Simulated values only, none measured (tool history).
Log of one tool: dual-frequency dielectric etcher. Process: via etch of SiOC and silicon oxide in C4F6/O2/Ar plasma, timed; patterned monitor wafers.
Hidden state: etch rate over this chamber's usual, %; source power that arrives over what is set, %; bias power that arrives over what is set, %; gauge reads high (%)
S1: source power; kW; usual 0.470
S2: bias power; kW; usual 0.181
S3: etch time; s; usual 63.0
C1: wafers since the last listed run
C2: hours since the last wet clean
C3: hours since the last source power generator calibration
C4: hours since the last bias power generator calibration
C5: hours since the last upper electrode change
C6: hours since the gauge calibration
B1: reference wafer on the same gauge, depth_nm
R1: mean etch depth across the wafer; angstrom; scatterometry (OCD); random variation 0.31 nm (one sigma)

| run | hour | S1 | S2 | S3 | C1 | C2 | C3 | C4 | C5 | C6 | B1 | R1 |
|---|---|---|---|---|---|---|---|---|---|---|---|---|
| 1 | 0.0 | 0.470 | 0.181 | 63.0 | 0 | 509.2 | 2104.5 | 2295.2 | 5772.7 | 65.6 | 87.5 | 846 |
| 2 | 18.2 | 0.470 | 0.181 | 63.0 | 193 | 527.4 | 2122.7 | 2313.4 | 5790.9 | 83.8 | 87.5 | 842 |
|  | 71.4 | bias power generator calibrated |
| 3 | 72.2 | 0.470 | 0.181 | 63.0 | 530 | 581.4 | 2176.7 | 0.8 | 5844.9 | 137.8 | 87.3 | 846 |
| 4 | 84.5 | 0.470 | 0.166 | 63.0 | 130 | 593.7 | 2189.0 | 13.1 | 5857.2 | 150.1 | 87.4 | 822 |
| 5 | 97.7 | 0.470 | 0.181 | 63.0 | 140 | 606.9 | 2202.2 | 26.3 | 5870.4 | 163.3 | 87.3 | 843 |
|  | 122.6 | upper electrode replaced |
| 6 | 123.1 | 0.470 | 0.181 | 63.0 | 14 | 632.3 | 2227.6 | 51.7 | 0.5 | 188.7 | 87.3 | 848 |
| 7 | 125.3 | 0.470 | 0.181 | 63.0 | 23 | 634.5 | 2229.8 | 53.9 | 2.7 | 190.9 | 87.4 | 846 |
|  | 129.4 | source power generator calibrated |
| 8 | 131.5 | 0.470 | 0.181 | 63.0 | 23 | 640.7 | 2.1 | 60.1 | 8.9 | 197.1 | 87.5 | 848 |
|  | 146.0 | gauge calibrated |
| 9 | 148.9 | 0.400 | 0.206 | 72.0 | 184 | 658.1 | 19.5 | 77.5 | 26.3 | 2.9 | 87.4 | 950 |
| 10 | 163.3 | 0.500 | 0.222 | 63.0 | 152 | 672.5 | 33.9 | 91.9 | 40.7 | 17.3 | 87.5 | 904 |
|  | 189.4 | wet clean of the chamber |
| 11 | 189.9 | 0.410 | 0.181 | 63.0 | 27 | 0.5 | 60.5 | 118.5 | 67.3 | 43.9 | 87.5 | 782 |
| 12 | 190.2 | 0.470 | 0.181 | 63.0 | 3 | 0.8 | 60.8 | 118.8 | 67.6 | 44.2 | 87.4 | 816 |
| 13 | 195.7 | 0.470 | 0.181 | 63.0 | 58 | 6.3 | 66.3 | 124.3 | 73.1 | 49.7 | 87.5 | 810 |
| 14 | 210.5 | 0.470 | 0.181 | 63.0 | 157 | 21.1 | 81.1 | 139.1 | 87.9 | 64.5 | 87.4 | 819 |
| 15 | 220.4 | 0.370 | 0.198 | 52.5 | 105 | 31.0 | 91.0 | 149.0 | 97.8 | 74.4 | 87.5 | 643 |
| 16 | 236.9 | 0.560 | 0.213 | 48.0 | 175 | 47.5 | 107.5 | 165.5 | 114.3 | 90.9 | 87.3 | 682 |

The tool's hidden state at each run:
source power that arrives over what is set, %: 0 in every run
bias power that arrives over what is set, %: 0 in every run
gauge reads high (%): 0 in every run
H1: etch rate over this chamber's usual, %
| run | H1 |
|---|---|
| 1 | 3.81 |
| 2 | 3.96 |
| 3 | 4.42 |
| 4 | 4.53 |
| 5 | 4.64 |
| 6 | 4.85 |
| 7 | 4.87 |
| 8 | 4.92 |
| 9 | 5.07 |
| 10 | 5.19 |
| 11 | 0.861 |
| 12 | 0.863 |
| 13 | 0.91 |
| 14 | 1.04 |
| 15 | 1.12 |
| 16 | 1.26 |

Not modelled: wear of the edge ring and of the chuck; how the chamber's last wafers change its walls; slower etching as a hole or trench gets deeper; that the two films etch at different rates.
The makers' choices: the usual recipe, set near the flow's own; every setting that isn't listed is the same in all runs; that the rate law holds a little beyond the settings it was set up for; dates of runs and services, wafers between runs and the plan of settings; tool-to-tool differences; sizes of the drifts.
